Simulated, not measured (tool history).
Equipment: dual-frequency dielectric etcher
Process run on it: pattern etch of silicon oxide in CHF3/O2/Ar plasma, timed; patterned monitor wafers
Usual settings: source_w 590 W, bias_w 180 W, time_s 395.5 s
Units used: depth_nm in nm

run     day  source_w  bias_w  time_s  read-back reference wafer on the same gauge, depth_nm  depth_nm
  1       0       490     180   395.5                                                  653.1     747.5
  2   0.946       490     180   395.5                                                  652.3     750.3
  3   1.954       490     180   395.5                                                  652.4     750.3
  4   2.483       590     180   395.5                                                  651.7     774.4
  5   3.962       590     180   395.5                                                  652.1     781.3
  6   5.338       480     180   395.5                                                    651     739.2
  7   6.733       480     180   395.5                                                    652     732.6
      7.562  -- bias power generator calibrated
      8.138  -- upper electrode replaced
  8   8.158       480     180   395.5                                                  652.2     734.3
  9   8.179       590     197   395.5                                                  651.7     797.3
 10   8.988       590     197   395.5                                                  651.6     793.5
 11   9.725       590     180   395.5                                                  651.7     770.8
 12  11.158       590     180   395.5                                                  652.3     767.6
 13   12.35       590     180   395.5                                                  651.1     766.2
     13.033  -- gauge calibrated
 14  13.454       590     212   395.5                                                  652.2     805.3
 15  14.271       590     158     484                                                    651     902.7
 16  16.204       460     159     458                                                    652     809.5
 17  17.496       590     180     432                                                  652.9     832.9
 18    18.1       590     180   395.5                                                  651.4     767.3
 19  18.742       590     180   395.5                                                  652.2     759.8
 20  20.004       590     140   470.5                                                  652.3       841
     21.812  -- wet clean of the chamber
 21  21.833       590     180   395.5                                                  652.2     786.3
 22  22.129       590     180   395.5                                                  651.9     788.3
     22.454  -- source power generator calibrated
 23  23.054       590     158   446.5                                                  652.4     858.1
 24  24.079       540     193     440                                                  652.6     875.1
 25  24.833       590     180   395.5                                                  652.3     787.5
 26  25.525       530     147     464                                                  651.7     851.6
 27  26.596       590     208   395.5                                                  651.6     818.4
 28  28.404       700     193   395.5                                                  652.4     828.7
 29  29.183       670     156   496.5                                                  651.1     970.7
 30   29.75       740     180     295                                                  651.6     620.9

4 options for the next run, each taken on its own from the tool as it stands now. Forecast them:
  A  29.771       590     180   395.5                                                      ?         ?
  B  29.771       590     180     439                                                      ?         ?
  C  29.771       660     180     507                                                      ?         ?
  D  29.771       490     155   303.5                                                      ?         ?

run  read-back reference wafer on the same gauge, depth_nm  depth_nm
  A                                                  652.4       778
  B                                                  652.4     863.6
  C                                                  652.4    1026.4
  D                                                  652.4     547.7
The same runs, with their run-to-run variation unchanged, on a tool lacking any hidden condition would have given:
run  depth_nm
  A     785.8
  B     872.2
  C    1036.6
  D     553.2
